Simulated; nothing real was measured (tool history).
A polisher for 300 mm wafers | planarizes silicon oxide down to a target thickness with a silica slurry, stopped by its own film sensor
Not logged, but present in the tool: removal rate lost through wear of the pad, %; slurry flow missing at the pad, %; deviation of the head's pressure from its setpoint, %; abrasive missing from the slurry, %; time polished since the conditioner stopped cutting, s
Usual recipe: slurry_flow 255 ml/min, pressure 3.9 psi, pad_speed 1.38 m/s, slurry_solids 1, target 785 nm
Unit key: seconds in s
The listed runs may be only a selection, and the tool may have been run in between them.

run	hour	slurry_flow	pressure	pad_speed	slurry_solids	target	wafers since the last listed run	wafers polished on this pad	hours since the slurry nozzle was cleaned	hours since the head pressure was calibrated	hours since the slurry blender was calibrated	hours since the conditioning disc was replaced	incoming thickness of the incoming film, nm	seconds
1	0	325	3.9	1.38	1	785	0	674	298.7	1153.5	246.1	265.7	1272	158.7
# hour 14.6: slurry nozzle cleaned
# hour 47.6: conditioning disc replaced and pad reconditioned
2	49.8	325	3.9	1.38	1	785	475	1150	35.2	1203.3	295.9	2.2	1273.7	161.3
# hour 73: slurry blender recalibrated
3	85.6	325	3.9	1.38	1	785	343	1493	71	1239.1	12.6	38	1278.3	163
# hour 100.6: worn pad replaced by a new one
4	112.9	255	3.9	1.38	1	785	236	125	98.3	1266.4	39.9	65.3	1265.6	161.3
5	153.6	255	3.9	1.38	1	785	413	539	139	1307.1	80.6	106	1281	168.7
6	203.6	255	3.9	1.38	1	785	508	1047	189	1357.1	130.6	156	1271.7	164.7
# hour 237.2: worn pad replaced by a new one
7	261.8	255	3.9	1.38	1	785	550	249	247.2	1415.3	188.8	214.2	1278.8	167.1
# hour 298.1: slurry nozzle cleaned
# hour 299.9: head pressure recalibrated
# hour 304.7: conditioning disc replaced and pad reconditioned
8	305.2	255	3.9	1.38	1	785	392	641	7.1	5.3	232.2	0.5	1268.9	157
9	362.1	255	3.9	1.58	1.1	785	578	1220	64	62.2	289.1	57.4	1294.5	143.1
10	389.2	305	5.3	1.38	1.25	785	275	1495	91.1	89.3	316.2	84.5	1284.1	113.1
# hour 404.7: worn pad replaced by a new one
# hour 439.6: slurry blender recalibrated
11	491.8	255	4.9	1.38	0.85	785	981	865	193.7	191.9	52.2	187.1	1282.1	147.3
12	538.9	255	3.9	1.38	1.2	653	478	1343	240.8	239	99.3	234.2	1293.2	192.1
# hour 577: worn pad replaced by a new one
# hour 579.6: slurry nozzle cleaned
13	593.3	255	3.9	1.76	1.15	678	501	155	13.7	293.4	153.7	288.6	1272.4	162.9
# hour 602.2: conditioning disc replaced and pad reconditioned
14	656.6	330	3.9	1.38	1	785	622	778	77	356.7	217	54.4	1282.8	158
15	721.6	255	3.9	1.38	1	785	660	1439	142	421.7	282	119.4	1291.8	164.6
# hour 742: worn pad replaced by a new one
16	759.8	255	3.3	1.54	1	865	347	180	180.2	459.9	320.2	157.6	1274.9	141.9

Below are 3 alternative next runs, each starting from the tool's condition after run 16. Predict each:
A	760.3	255	3.9	1.62	1	785	5	185	180.7	460.4	320.7	158.1	1279.9	?
B	760.3	255	4.6	1.54	1	785	5	185	180.7	460.4	320.7	158.1	1279.9	?
C	760.3	200	2.6	1.38	1	785	5	185	180.7	460.4	320.7	158.1	1279.9	?

run	seconds
A	150
B	136.7
C	216
With no hidden state in the tool, these same runs would have given:
run	seconds
A	145
B	132.2
C	208.9
